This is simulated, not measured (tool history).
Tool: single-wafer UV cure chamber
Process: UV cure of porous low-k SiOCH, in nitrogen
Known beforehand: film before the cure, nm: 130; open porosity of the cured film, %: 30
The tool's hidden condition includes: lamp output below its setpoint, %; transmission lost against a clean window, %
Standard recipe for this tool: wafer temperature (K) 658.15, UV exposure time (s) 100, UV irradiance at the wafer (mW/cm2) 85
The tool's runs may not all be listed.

| run | hour | wafer temperature (K) | UV exposure time (s) | UV irradiance at the wafer (mW/cm2) | wafers since the last listed run | hours since the UV bulbs were replaced | wafers since the quartz window was cleaned | loss of film thickness in the cure (%) |
|---|---|---|---|---|---|---|---|---|
| 1 | 0.0 | 658.15 | 100 | 85 | 0 | 2465.4 | 2994 | 9.218 |
| 2 | 61.5 | 658.15 | 100 | 85 | 613 | 2526.9 | 3608 | 9.517 |
| 3 | 105.8 | 658.15 | 100 | 85 | 442 | 2571.2 | 4050 | 9.573 |
| 4 | 180.3 | 658.15 | 100 | 85 | 743 | 2645.7 | 4794 | 9.270 |
|  | 270.9 | UV bulbs replaced |
| 5 | 271.4 | 658.15 | 100 | 85 | 829 | 0.5 | 5623 | 9.390 |
| 6 | 348.9 | 658.15 | 100 | 85 | 773 | 78.0 | 6397 | 9.156 |
| 7 | 449.4 | 658.15 | 100 | 85 | 1003 | 178.5 | 7400 | 9.429 |
| 8 | 506.4 | 658.15 | 100 | 85 | 568 | 235.5 | 7969 | 9.265 |
|  | 525.7 | quartz window cleaned |
| 9 | 552.1 | 658.15 | 100 | 85 | 376 | 281.2 | 263 | 10.113 |
| 10 | 648.9 | 658.15 | 100 | 85 | 966 | 378.0 | 1229 | 9.814 |
| 11 | 743.5 | 658.15 | 100 | 85 | 944 | 472.6 | 2173 | 9.743 |
| 12 | 914.0 | 658.15 | 100 | 85 | 1701 | 643.1 | 3875 | 9.635 |
| 13 | 1017.6 | 658.15 | 100 | 85 | 1034 | 746.7 | 4909 | 9.441 |
| 14 | 1123.4 | 658.15 | 100 | 85 | 1056 | 852.5 | 5966 | 9.498 |
| 15 | 1188.5 | 658.15 | 100 | 85 | 649 | 917.6 | 6615 | 9.398 |
|  | 1235.2 | quartz window cleaned |
| 16 | 1281.9 | 658.15 | 100 | 85 | 852 | 1011.0 | 466 | 10.144 |
| 17 | 1551.6 | 658.15 | 100 | 85 | 2692 | 1280.7 | 3158 | 9.403 |
| 18 | 1648.1 | 658.15 | 100 | 85 | 963 | 1377.2 | 4121 | 9.132 |
| 19 | 1723.3 | 649.15 | 100 | 85 | 750 | 1452.4 | 4872 | 9.148 |
| 20 | 1826.2 | 649.15 | 100 | 85 | 1027 | 1555.3 | 5899 | 9.365 |
| 21 | 1886.1 | 649.15 | 100 | 85 | 597 | 1615.2 | 6497 | 8.767 |
| 22 | 1991.1 | 658.15 | 100 | 85 | 1048 | 1720.2 | 7545 | 8.965 |
|  | 2070.8 | quartz window cleaned |
| 23 | 2071.3 | 658.15 | 100 | 85 | 720 | 1800.4 | 5 | 9.990 |
| 24 | 2120.6 | 658.15 | 155 | 117 | 492 | 1849.7 | 497 | 13.421 |
| 25 | 2183.6 | 670.15 | 100 | 74 | 628 | 1912.7 | 1126 | 8.951 |
| 26 | 2231.4 | 665.15 | 100 | 60 | 477 | 1960.5 | 1603 | 8.184 |
| 27 | 2276.6 | 640.15 | 130 | 121 | 451 | 2005.7 | 2054 | 12.541 |
| 28 | 2327.2 | 648.15 | 45 | 85 | 505 | 2056.3 | 2559 | 5.864 |
| 29 | 2421.4 | 658.15 | 100 | 85 | 940 | 2150.5 | 3500 | 9.293 |
| 30 | 2525.4 | 658.15 | 100 | 85 | 1038 | 2254.5 | 4538 | 9.234 |
| 31 | 2573.7 | 667.15 | 80 | 64 | 482 | 2302.8 | 5020 | 7.197 |
| 32 | 2626.6 | 673.15 | 140 | 85 | 528 | 2355.7 | 5548 | 11.515 |
| 33 | 2669.6 | 674.15 | 120 | 103 | 429 | 2398.7 | 5977 | 11.481 |
| 34 | 2767.6 | 658.15 | 100 | 85 | 978 | 2496.7 | 6956 | 9.211 |
| 35 | 2835.9 | 668.15 | 100 | 85 | 681 | 2565.0 | 7637 | 9.609 |
|  | 2883.8 | quartz window cleaned |
| 36 | 2885.2 | 658.15 | 100 | 85 | 412 | 2614.3 | 14 | 10.238 |
|  | 2912.7 | UV bulbs replaced |
| 37 | 2988.9 | 658.15 | 100 | 85 | 955 | 76.2 | 969 | 9.888 |
| 38 | 3090.1 | 658.15 | 100 | 85 | 1010 | 177.4 | 1979 | 9.555 |
| 39 | 3148.3 | 648.15 | 120 | 85 | 580 | 235.6 | 2560 | 9.804 |
| 40 | 3206.1 | 676.15 | 60 | 120 | 576 | 293.4 | 3137 | 9.228 |
| 41 | 3254.2 | 658.15 | 100 | 102 | 480 | 341.5 | 3617 | 10.493 |
| 42 | 3350.9 | 643.15 | 45 | 56 | 965 | 438.2 | 4582 | 3.957 |
| 43 | 3423.2 | 678.15 | 160 | 110 | 721 | 510.5 | 5304 | 13.371 |
| 44 | 3516.1 | 663.15 | 80 | 49 | 927 | 603.4 | 6231 | 5.794 |
| 45 | 3605.7 | 658.15 | 100 | 75 | 894 | 693.0 | 7126 | 8.502 |
|  | 3701.0 | quartz window cleaned |
| 46 | 3701.5 | 658.15 | 65 | 104 | 876 | 788.8 | 4 | 9.156 |
| 47 | 3775.1 | 669.15 | 120 | 56 | 734 | 862.4 | 739 | 8.973 |

Each row is a separate what-if for the run after 47, all from the same tool condition, not one after another. Results?
| A | 3775.6 | 658.15 | 100 | 52 | 4 | 862.9 | 744 | ? |
| B | 3775.6 | 658.15 | 55 | 97 | 4 | 862.9 | 744 | ? |
| C | 3775.6 | 658.15 | 40 | 73 | 4 | 862.9 | 744 | ? |

| run | loss of film thickness in the cure (%) |
|---|---|
| A | 7.370 |
| B | 7.489 |
| C | 4.933 |
Stripped of hidden state, with their random variation kept, the same runs would have yielded:
| run | loss of film thickness in the cure (%) |
|---|---|
| A | 7.613 |
| B | 7.733 |
| C | 5.132 |
